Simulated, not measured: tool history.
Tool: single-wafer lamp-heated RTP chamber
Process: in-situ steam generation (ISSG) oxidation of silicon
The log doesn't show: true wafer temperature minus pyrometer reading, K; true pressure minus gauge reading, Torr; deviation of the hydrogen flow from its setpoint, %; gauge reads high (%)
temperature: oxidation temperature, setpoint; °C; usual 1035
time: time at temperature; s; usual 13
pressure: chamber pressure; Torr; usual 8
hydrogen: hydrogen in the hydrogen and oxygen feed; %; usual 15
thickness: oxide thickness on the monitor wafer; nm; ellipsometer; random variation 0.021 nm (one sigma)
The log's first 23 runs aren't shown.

run	day	temperature	time	pressure	hydrogen	wafers since the last listed run	wafers since the last pyrometer calibration	hours since the pressure gauge was zeroed	hours since the hydrogen flow controller was replaced	hours since the gauge calibration	read-back reference wafer on the same gauge, thickness	thickness
24	26.85	1035	13	8	15	325	3512	227.6	271.6	395.8	4.541	5.105
25	27.912	1035	13	8	15	288	3801	253.1	297.1	421.3	4.538	5.145
26	28.892	1035	9	6.9	20	266	4067	276.6	320.6	444.8	4.542	4.591
27	30.117	1042	16	8	11	333	4400	306	350	474.2	4.538	5.504
28	30.921	1026	13	8	15	218	4619	325.3	369.3	493.5	4.533	4.916
29	31.521	1052	13	8	15	163	4782	339.7	383.7	507.9	4.548	5.549
30	32.238	1035	13	7.1	11	194	4977	356.9	400.9	525.1	4.54	4.714
31	32.862	1052	13	8	15	169	5147	371.9	415.9	540.1	4.536	5.564
32	34.167	1042	15	8	25	354	5501	403.2	447.2	571.4	4.54	6.456

3 ways to go on from here, each from the tool as it stands after run 32. What would each give?
A	34.183	1035	13	7	15	4	5506	403.6	447.6	571.8	?	?
B	34.183	1035	13	8	20	4	5506	403.6	447.6	571.8	?	?
C	34.183	1017	15	8	12	4	5506	403.6	447.6	571.8	?	?

run	read-back reference wafer on the same gauge, thickness	thickness
A	4.538	5.061
B	4.538	5.46
C	4.538	4.795
Without the tool's hidden state the same runs would have given:
run	thickness
A	4.941
B	5.331
C	4.69
